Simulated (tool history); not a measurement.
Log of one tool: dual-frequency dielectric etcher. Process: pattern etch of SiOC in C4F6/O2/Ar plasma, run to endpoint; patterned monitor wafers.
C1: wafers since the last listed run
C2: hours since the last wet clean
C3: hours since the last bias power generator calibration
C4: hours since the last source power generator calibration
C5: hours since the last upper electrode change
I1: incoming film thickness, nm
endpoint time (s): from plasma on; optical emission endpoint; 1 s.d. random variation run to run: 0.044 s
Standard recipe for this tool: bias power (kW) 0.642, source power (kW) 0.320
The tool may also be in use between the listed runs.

Run 1, hour 0.0: usual settings; C1 0; C2 355.0; C3 3416.4; C4 3727.5; C5 4143.3; I1 41.49. Result: endpoint time (s) 14.8.
Run 2, hour 29.5: usual settings; C1 428; C2 384.5; C3 3445.9; C4 3757.0; C5 4172.8; I1 40.98. Result: endpoint time (s) 14.7.
Run 3, hour 50.8: usual settings; C1 309; C2 405.8; C3 3467.2; C4 3778.3; C5 4194.1; I1 40.90. Result: endpoint time (s) 14.5.
Run 4, hour 78.9: usual settings; C1 408; C2 433.9; C3 3495.3; C4 3806.4; C5 4222.2; I1 41.49. Result: endpoint time (s) 14.8.
Run 5, hour 100.9: usual settings; C1 319; C2 455.9; C3 3517.3; C4 3828.4; C5 4244.2; I1 41.01. Result: endpoint time (s) 14.6.
Run 6, hour 122.4: usual settings but bias power (kW) 0.592; C1 312; C2 477.4; C3 3538.8; C4 3849.9; C5 4265.7; I1 41.24. Result: endpoint time (s) 15.1.
At hour 165.3: upper electrode replaced.
Run 7, hour 165.8: usual settings; C1 281; C2 520.8; C3 3582.2; C4 3893.3; C5 0.5; I1 41.26. Result: endpoint time (s) 14.8.
Run 8, hour 169.8: usual settings; C1 58; C2 524.8; C3 3586.2; C4 3897.3; C5 4.5; I1 41.72. Result: endpoint time (s) 15.1.
At hour 183.2: bias power generator calibrated.
At hour 207.1: wet clean of the chamber.
At hour 209.3: source power generator calibrated.
Run 9, hour 209.8: usual settings; C1 144; C2 2.7; C3 26.6; C4 0.5; C5 44.5; I1 41.14. Result: endpoint time (s) 14.3.
Run 10, hour 221.7: usual settings but bias power (kW) 0.591, source power (kW) 0.290; C1 172; C2 14.6; C3 38.5; C4 12.4; C5 56.4; I1 42.04. Result: endpoint time (s) 15.9.
Run 11, hour 253.8: usual settings; C1 466; C2 46.7; C3 70.6; C4 44.5; C5 88.5; I1 41.49. Result: endpoint time (s) 14.5.
Run 12, hour 274.5: usual settings; C1 300; C2 67.4; C3 91.3; C4 65.2; C5 109.2; I1 41.65. Result: endpoint time (s) 14.6.
Run 13, hour 291.2: usual settings but bias power (kW) 0.520, source power (kW) 0.400; C1 242; C2 84.1; C3 108.0; C4 81.9; C5 125.9; I1 41.79. Result: endpoint time (s) 13.8.
Run 14, hour 366.7: usual settings but bias power (kW) 0.581, source power (kW) 0.290; C1 1096; C2 159.6; C3 183.5; C4 157.4; C5 201.4; I1 41.35. Result: endpoint time (s) 15.8.
Run 15, hour 401.7: usual settings but source power (kW) 0.280; C1 508; C2 194.6; C3 218.5; C4 192.4; C5 236.4; I1 41.41. Result: endpoint time (s) 15.8.
Run 16, hour 440.3: usual settings but bias power (kW) 0.742, source power (kW) 0.270; C1 560; C2 233.2; C3 257.1; C4 231.0; C5 275.0; I1 41.30. Result: endpoint time (s) 15.3.
Run 17, hour 454.2: usual settings but bias power (kW) 0.585, source power (kW) 0.350; C1 201; C2 247.1; C3 271.0; C4 244.9; C5 288.9; I1 41.48. Result: endpoint time (s) 14.3.
Run 18, hour 482.3: usual settings but bias power (kW) 0.568, source power (kW) 0.280; C1 408; C2 275.2; C3 299.1; C4 273.0; C5 317.0; I1 41.47. Result: endpoint time (s) 16.5.

List, for all runs, the conditions of the tool that the log does not record:
bias power that arrives over what is set, %: 0, the same for each run
source power that arrives over what is set, %: 0, the same for each run
H1: etch rate over this chamber's usual, %
run        H1
  1     -1.64
  2     -1.79
  3     -1.89
  4     -2.03
  5     -2.14
  6     -2.25
  7     -2.47
  8     -2.49
  9     0.774
 10     0.715
 11     0.555
 12     0.452
 13     0.368
 14  -0.00789
 15    -0.182
 16    -0.375
 17    -0.444
 18    -0.584
